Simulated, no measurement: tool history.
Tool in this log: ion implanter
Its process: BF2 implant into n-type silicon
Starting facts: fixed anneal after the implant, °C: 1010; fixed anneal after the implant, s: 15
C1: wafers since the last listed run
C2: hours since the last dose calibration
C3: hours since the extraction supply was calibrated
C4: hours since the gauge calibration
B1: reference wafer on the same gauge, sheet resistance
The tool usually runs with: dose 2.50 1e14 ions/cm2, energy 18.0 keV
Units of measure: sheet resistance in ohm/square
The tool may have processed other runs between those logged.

run 1 hour=0.0 | dose=1.95 energy=18.0 | C1=0 C2=472.6 C3=4605.2 C4=90.2 | B1=511.82 | sheet_resistance=553.69
-- hour=1.2 Faraday cup replaced and dose calibrated
run 2 hour=116.8 | dose=1.95 energy=18.0 | C1=3151 C2=115.6 C3=4722.0 C4=207.0 | B1=511.99 | sheet_resistance=557.79
run 3 hour=172.7 | dose=2.50 energy=18.0 | C1=1523 C2=171.5 C3=4777.9 C4=262.9 | B1=512.00 | sheet_resistance=450.32
run 4 hour=208.8 | dose=2.50 energy=18.0 | C1=983 C2=207.6 C3=4814.0 C4=299.0 | B1=512.28 | sheet_resistance=449.96
run 5 hour=252.0 | dose=2.50 energy=18.0 | C1=1177 C2=250.8 C3=4857.2 C4=342.2 | B1=512.07 | sheet_resistance=450.08
run 6 hour=340.2 | dose=2.50 energy=15.5 | C1=2403 C2=339.0 C3=4945.4 C4=430.4 | B1=512.22 | sheet_resistance=455.74
run 7 hour=412.7 | dose=2.50 energy=15.5 | C1=1975 C2=411.5 C3=5017.9 C4=502.9 | B1=512.06 | sheet_resistance=455.95
-- hour=478.8 Faraday cup replaced and dose calibrated
run 8 hour=518.7 | dose=2.50 energy=15.5 | C1=2670 C2=39.9 C3=5123.9 C4=608.9 | B1=511.92 | sheet_resistance=461.03
run 9 hour=613.4 | dose=2.50 energy=18.0 | C1=2580 C2=134.6 C3=5218.6 C4=703.6 | B1=512.17 | sheet_resistance=452.41
run 10 hour=692.1 | dose=2.50 energy=18.0 | C1=2144 C2=213.3 C3=5297.3 C4=782.3 | B1=512.13 | sheet_resistance=449.32
run 11 hour=798.4 | dose=2.50 energy=18.0 | C1=2896 C2=319.6 C3=5403.6 C4=888.6 | B1=512.16 | sheet_resistance=449.43
run 12 hour=894.3 | dose=2.02 energy=19.5 | C1=2613 C2=415.5 C3=5499.5 C4=984.5 | B1=512.04 | sheet_resistance=533.41
-- hour=921.8 Faraday cup replaced and dose calibrated
run 13 hour=1112.3 | dose=3.09 energy=18.0 | C1=5722 C2=190.5 C3=5717.5 C4=1202.5 | B1=511.95 | sheet_resistance=377.49
run 14 hour=1181.7 | dose=2.10 energy=14.5 | C1=1891 C2=259.9 C3=5786.9 C4=1271.9 | B1=511.96 | sheet_resistance=535.58
run 15 hour=1270.4 | dose=2.00 energy=13.0 | C1=2417 C2=348.6 C3=5875.6 C4=1360.6 | B1=511.87 | sheet_resistance=562.57
run 16 hour=1331.8 | dose=2.50 energy=18.0 | C1=1673 C2=410.0 C3=5937.0 C4=1422.0 | B1=512.06 | sheet_resistance=446.70
-- hour=1371.4 gauge calibrated
-- hour=1373.9 Faraday cup replaced and dose calibrated
-- hour=1381.3 extraction supply calibrated
run 17 hour=1439.7 | dose=2.70 energy=21.5 | C1=2521 C2=65.8 C3=58.4 C4=68.3 | B1=512.17 | sheet_resistance=416.54
run 18 hour=1528.3 | dose=2.50 energy=18.0 | C1=2414 C2=154.4 C3=147.0 C4=156.9 | B1=511.93 | sheet_resistance=451.66
run 19 hour=1753.7 | dose=3.18 energy=18.0 | C1=6142 C2=379.8 C3=372.4 C4=382.3 | B1=511.99 | sheet_resistance=369.07
run 20 hour=1820.5 | dose=2.10 energy=23.5 | C1=1820 C2=446.6 C3=439.2 C4=449.1 | B1=511.97 | sheet_resistance=507.13
-- hour=1880.4 Faraday cup replaced and dose calibrated
run 21 hour=1908.7 | dose=3.21 energy=18.0 | C1=2185 C2=28.3 C3=527.4 C4=537.3 | B1=511.98 | sheet_resistance=368.81

Hidden state at the last listed run before each entry between runs and at the first one after, where it differs:
Runs 1 to 2: Faraday cup replaced and dose calibrated (hour 1.2)
  deviation of the true dose from the Faraday cup's reading, %: 1.31 -> 0.41
  difference, measured minus the result without the unlogged condition, sheet resistance: -6.31 -> -1.99 ohm/square
Runs 7 to 8: Faraday cup replaced and dose calibrated (hour 478.8)
  deviation of the true dose from the Faraday cup's reading, %: 1.32 -> 0.0148
  difference, measured minus the result without the unlogged condition, sheet resistance: -4.98 -> -0.05 ohm/square
Runs 12 to 13: Faraday cup replaced and dose calibrated (hour 921.8)
  deviation of the true dose from the Faraday cup's reading, %: 1.17 -> 0.714
  difference, measured minus the result without the unlogged condition, sheet resistance: -5.36 -> -2.15 ohm/square
Runs 16 to 17: gauge calibrated (hour 1371.4); Faraday cup replaced and dose calibrated (hour 1373.9); extraction supply calibrated (hour 1381.3)
  deviation of the true dose from the Faraday cup's reading, %: 1.39 -> 0.206
  difference, measured minus the result without the unlogged condition, sheet resistance: -5.20 -> -0.72 ohm/square
Runs 20 to 21: Faraday cup replaced and dose calibrated (hour 1880.4)
  deviation of the true dose from the Faraday cup's reading, %: 1.37 -> 0.251
  difference, measured minus the result without the unlogged condition, sheet resistance: -5.91 -> -0.73 ohm/square

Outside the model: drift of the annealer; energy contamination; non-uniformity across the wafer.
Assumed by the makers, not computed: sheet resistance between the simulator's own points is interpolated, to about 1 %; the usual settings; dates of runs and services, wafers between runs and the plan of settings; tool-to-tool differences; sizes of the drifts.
